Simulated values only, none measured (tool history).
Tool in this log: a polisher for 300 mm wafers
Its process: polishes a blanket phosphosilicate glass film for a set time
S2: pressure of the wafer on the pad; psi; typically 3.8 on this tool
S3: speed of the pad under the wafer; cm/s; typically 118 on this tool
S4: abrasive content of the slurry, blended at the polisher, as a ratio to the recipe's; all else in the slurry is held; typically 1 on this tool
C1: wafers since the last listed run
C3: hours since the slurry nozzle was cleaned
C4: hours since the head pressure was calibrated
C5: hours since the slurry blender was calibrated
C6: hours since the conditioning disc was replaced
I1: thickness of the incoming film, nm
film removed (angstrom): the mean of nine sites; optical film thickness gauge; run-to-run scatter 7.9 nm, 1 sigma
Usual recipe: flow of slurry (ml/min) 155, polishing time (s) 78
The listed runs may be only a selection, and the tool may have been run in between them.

run 1 hour=0 | flow_of_slurry_(ml/min)=155 S2=3.8 S3=118 S4=1 polishing_time_(s)=78 | C1=0 wafers_polished_on_this_pad=363 C3=214.7 C4=735.6 C5=81.4 C6=41.7 | I1=3141.1 | film_removed_(angstrom)=7912
run 2 hour=97 | flow_of_slurry_(ml/min)=155 S2=3.8 S3=118 S4=1 polishing_time_(s)=78 | C1=999 wafers_polished_on_this_pad=1362 C3=311.7 C4=832.6 C5=178.4 C6=138.7 | I1=3195.1 | film_removed_(angstrom)=7681
-- hour=115.3 worn pad replaced by a new one
run 3 hour=123.5 | flow_of_slurry_(ml/min)=155 S2=3.8 S3=118 S4=1 polishing_time_(s)=78 | C1=231 wafers_polished_on_this_pad=84 C3=338.2 C4=859.1 C5=204.9 C6=165.2 | I1=3130.5 | film_removed_(angstrom)=7765
-- hour=129.5 slurry nozzle cleaned
run 4 hour=149 | flow_of_slurry_(ml/min)=155 S2=3.8 S3=118 S4=1 polishing_time_(s)=78 | C1=252 wafers_polished_on_this_pad=336 C3=19.5 C4=884.6 C5=230.4 C6=190.7 | I1=3203 | film_removed_(angstrom)=8149
-- hour=212.7 slurry blender recalibrated
-- hour=248.2 worn pad replaced by a new one
run 5 hour=254.3 | flow_of_slurry_(ml/min)=155 S2=3.8 S3=118 S4=1 polishing_time_(s)=78 | C1=1022 wafers_polished_on_this_pad=62 C3=124.8 C4=989.9 C5=41.6 C6=296 | I1=3167.5 | film_removed_(angstrom)=8107
run 6 hour=287.3 | flow_of_slurry_(ml/min)=155 S2=3.8 S3=118 S4=1 polishing_time_(s)=78 | C1=339 wafers_polished_on_this_pad=402 C3=157.8 C4=1022.9 C5=74.6 C6=329 | I1=3201.3 | film_removed_(angstrom)=8021
run 7 hour=318.3 | flow_of_slurry_(ml/min)=155 S2=3.8 S3=118 S4=1 polishing_time_(s)=78 | C1=319 wafers_polished_on_this_pad=722 C3=188.8 C4=1053.9 C5=105.6 C6=360 | I1=3153.7 | film_removed_(angstrom)=8011
run 8 hour=337.3 | flow_of_slurry_(ml/min)=155 S2=3.8 S3=118 S4=1 polishing_time_(s)=78 | C1=195 wafers_polished_on_this_pad=917 C3=207.8 C4=1072.9 C5=124.6 C6=379 | I1=3176.7 | film_removed_(angstrom)=8196
-- hour=339.5 conditioning disc replaced and pad reconditioned
-- hour=374.2 worn pad replaced by a new one
run 9 hour=374.7 | flow_of_slurry_(ml/min)=155 S2=3.8 S3=118 S4=1 polishing_time_(s)=78 | C1=323 wafers_polished_on_this_pad=5 C3=245.2 C4=1110.3 C5=162 C6=35.2 | I1=3122 | film_removed_(angstrom)=7766
run 10 hour=393.3 | flow_of_slurry_(ml/min)=155 S2=3.8 S3=118 S4=1 polishing_time_(s)=78 | C1=191 wafers_polished_on_this_pad=196 C3=263.8 C4=1128.9 C5=180.6 C6=53.8 | I1=3206.8 | film_removed_(angstrom)=8063
run 11 hour=405.9 | flow_of_slurry_(ml/min)=155 S2=3.8 S3=118 S4=1 polishing_time_(s)=78 | C1=129 wafers_polished_on_this_pad=326 C3=276.4 C4=1141.5 C5=193.2 C6=66.4 | I1=3150.5 | film_removed_(angstrom)=7897
-- hour=427.6 head pressure recalibrated
run 12 hour=441.8 | flow_of_slurry_(ml/min)=110 S2=3.8 S3=118 S4=1 polishing_time_(s)=78 | C1=349 wafers_polished_on_this_pad=675 C3=312.3 C4=14.2 C5=229.1 C6=102.3 | I1=3144.4 | film_removed_(angstrom)=7214
run 13 hour=476.8 | flow_of_slurry_(ml/min)=155 S2=3.3 S3=118 S4=1 polishing_time_(s)=78 | C1=360 wafers_polished_on_this_pad=1036 C3=347.3 C4=49.2 C5=264.1 C6=137.3 | I1=3176.5 | film_removed_(angstrom)=6661
run 14 hour=499.9 | flow_of_slurry_(ml/min)=155 S2=3.8 S3=118 S4=1.1 polishing_time_(s)=104 | C1=237 wafers_polished_on_this_pad=1274 C3=370.4 C4=72.3 C5=287.2 C6=160.4 | I1=3165.3 | film_removed_(angstrom)=10423
-- hour=505 slurry blender recalibrated
-- hour=518.1 worn pad replaced by a new one
run 15 hour=522.8 | flow_of_slurry_(ml/min)=155 S2=3.8 S3=80 S4=1 polishing_time_(s)=78 | C1=174 wafers_polished_on_this_pad=48 C3=393.3 C4=95.2 C5=17.8 C6=183.3 | I1=3212.2 | film_removed_(angstrom)=5732
-- hour=543.7 slurry nozzle cleaned
run 16 hour=544.2 | flow_of_slurry_(ml/min)=155 S2=3.3 S3=86 S4=0.7 polishing_time_(s)=78 | C1=210 wafers_polished_on_this_pad=258 C3=0.5 C4=116.6 C5=39.2 C6=204.7 | I1=3146 | film_removed_(angstrom)=5065
run 17 hour=570.1 | flow_of_slurry_(ml/min)=155 S2=3.8 S3=118 S4=1 polishing_time_(s)=78 | C1=266 wafers_polished_on_this_pad=525 C3=26.4 C4=142.5 C5=65.1 C6=230.6 | I1=3144.5 | film_removed_(angstrom)=8209
run 18 hour=604.1 | flow_of_slurry_(ml/min)=155 S2=3.8 S3=118 S4=1 polishing_time_(s)=78 | C1=350 wafers_polished_on_this_pad=875 C3=60.4 C4=176.5 C5=99.1 C6=264.6 | I1=3107.4 | film_removed_(angstrom)=8103
run 19 hour=624 | flow_of_slurry_(ml/min)=155 S2=4.3 S3=118 S4=0.8 polishing_time_(s)=104 | C1=204 wafers_polished_on_this_pad=1080 C3=80.3 C4=196.4 C5=119 C6=284.5 | I1=3179.1 | film_removed_(angstrom)=11445
run 20 hour=659.6 | flow_of_slurry_(ml/min)=155 S2=2.9 S3=118 S4=1 polishing_time_(s)=78 | C1=366 wafers_polished_on_this_pad=1447 C3=115.9 C4=232 C5=154.6 C6=320.1 | I1=3163.3 | film_removed_(angstrom)=6170
-- hour=682.2 worn pad replaced by a new one
run 21 hour=692.3 | flow_of_slurry_(ml/min)=175 S2=3.8 S3=118 S4=1 polishing_time_(s)=78 | C1=295 wafers_polished_on_this_pad=103 C3=148.6 C4=264.7 C5=187.3 C6=352.8 | I1=3199 | film_removed_(angstrom)=8268
run 22 hour=711.1 | flow_of_slurry_(ml/min)=155 S2=2.8 S3=118 S4=1 polishing_time_(s)=78 | C1=193 wafers_polished_on_this_pad=297 C3=167.4 C4=283.5 C5=206.1 C6=371.6 | I1=3134.8 | film_removed_(angstrom)=5977
run 23 hour=726.2 | flow_of_slurry_(ml/min)=155 S2=3.8 S3=118 S4=1 polishing_time_(s)=78 | C1=155 wafers_polished_on_this_pad=453 C3=182.5 C4=298.6 C5=221.2 C6=386.7 | I1=3156.2 | film_removed_(angstrom)=7913

3 ways to go on from here, each from the tool as it stands after run 23. What would each give?
run A hour=726.6 | flow_of_slurry_(ml/min)=155 S2=3.8 S3=118 S4=1 polishing_time_(s)=78 | C1=4 wafers_polished_on_this_pad=457 C3=182.9 C4=299 C5=221.6 C6=387.1 | I1=3132.2 | film_removed_(angstrom)=?
run B hour=726.6 | flow_of_slurry_(ml/min)=155 S2=3.8 S3=84 S4=1 polishing_time_(s)=98 | C1=4 wafers_polished_on_this_pad=457 C3=182.9 C4=299 C5=221.6 C6=387.1 | I1=3132.2 | film_removed_(angstrom)=?
run C hour=726.6 | flow_of_slurry_(ml/min)=155 S2=3.8 S3=100 S4=1 polishing_time_(s)=78 | C1=4 wafers_polished_on_this_pad=457 C3=182.9 C4=299 C5=221.6 C6=387.1 | I1=3132.2 | film_removed_(angstrom)=?

run=A film_removed_(angstrom)=8001
run=B film_removed_(angstrom)=7962
run=C film_removed_(angstrom)=7132
With the hidden condition removed and each run's random variation left untouched, the same runs would have given:
run=A film_removed_(angstrom)=8125
run=B film_removed_(angstrom)=8086
run=C film_removed_(angstrom)=7243

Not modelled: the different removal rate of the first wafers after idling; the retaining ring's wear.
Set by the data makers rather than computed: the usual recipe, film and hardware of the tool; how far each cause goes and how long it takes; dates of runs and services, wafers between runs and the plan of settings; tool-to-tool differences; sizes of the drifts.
